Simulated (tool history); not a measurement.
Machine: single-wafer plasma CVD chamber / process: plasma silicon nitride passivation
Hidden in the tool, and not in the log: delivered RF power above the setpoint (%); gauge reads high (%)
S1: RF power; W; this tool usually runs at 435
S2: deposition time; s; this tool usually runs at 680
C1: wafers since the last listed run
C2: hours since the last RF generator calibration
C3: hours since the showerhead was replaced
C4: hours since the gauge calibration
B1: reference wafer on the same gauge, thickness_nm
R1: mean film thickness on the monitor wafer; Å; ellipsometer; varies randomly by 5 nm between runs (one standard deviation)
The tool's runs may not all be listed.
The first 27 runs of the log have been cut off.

| run | hour | S1 | S2 | C1 | C2 | C3 | C4 | B1 | R1 |
|---|---|---|---|---|---|---|---|---|---|
| 28 | 2082.8 | 435 | 680 | 274 | 307.4 | 7106.4 | 3002.1 | 1121.838 | 10848.26 |
| 29 | 2146.9 | 515 | 680 | 166 | 371.5 | 7170.5 | 3066.2 | 1121.676 | 11249.58 |
| 30 | 2215 | 405 | 755 | 176 | 439.6 | 7238.6 | 3134.3 | 1119.519 | 11773.63 |
| 31 | 2313.3 | 355 | 588 | 255 | 537.9 | 7336.9 | 3232.6 | 1119.226 | 8803.11 |
| 32 | 2374.7 | 355 | 815 | 159 | 599.3 | 7398.3 | 3294 | 1119.339 | 12150.02 |
|  | 2449.3 | gauge calibrated |
| 33 | 2460 | 435 | 680 | 221 | 684.6 | 7483.6 | 10.7 | 1120.676 | 10767.54 |
|  | 2496.9 | showerhead replaced |
| 34 | 2535.6 | 500 | 775 | 175 | 760.2 | 38.7 | 86.3 | 1119.429 | 12759.24 |
| 35 | 2608.4 | 500 | 680 | 188 | 833 | 111.5 | 159.1 | 1120.3 | 11216.02 |
| 36 | 2644.8 | 435 | 552 | 94 | 869.4 | 147.9 | 195.5 | 1119.674 | 8755.62 |
| 37 | 2717.9 | 480 | 797 | 189 | 942.5 | 221 | 268.6 | 1120.031 | 12909.48 |
| 38 | 2762.7 | 495 | 638 | 116 | 987.3 | 265.8 | 313.4 | 1120.883 | 10487.86 |
| 39 | 2807.2 | 495 | 638 | 115 | 1031.8 | 310.3 | 357.9 | 1120.256 | 10473.16 |
| 40 | 2904.4 | 385 | 808 | 252 | 1129 | 407.5 | 455.1 | 1119.893 | 12416.9 |
| 41 | 2974.4 | 500 | 801 | 181 | 1199 | 477.5 | 525.1 | 1121.215 | 13224.32 |
| 42 | 3022.9 | 510 | 607 | 125 | 1247.5 | 526 | 573.6 | 1121 | 10073.68 |
| 43 | 3122 | 475 | 807 | 257 | 1346.6 | 625.1 | 672.7 | 1119.25 | 13105.68 |
| 44 | 3189.6 | 435 | 680 | 175 | 1414.2 | 692.7 | 740.3 | 1120.191 | 10802.34 |

3 ways to go on from here, each from the tool as it stands after run 44. What would each give?
| A | 3190.2 | 435 | 680 | 1 | 1414.8 | 693.3 | 740.9 | ? | ? |
| B | 3190.2 | 355 | 607 | 1 | 1414.8 | 693.3 | 740.9 | ? | ? |
| C | 3190.2 | 435 | 585 | 1 | 1414.8 | 693.3 | 740.9 | ? | ? |

| run | B1 | R1 |
|---|---|---|
| A | 1119.394 | 10752.22 |
| B | 1119.394 | 9074.09 |
| C | 1119.394 | 9250.07 |
Had the tool no hidden state, the same runs would have come out as:
| run | R1 |
|---|---|
| A | 10869.67 |
| B | 9173.21 |
| C | 9351.11 |
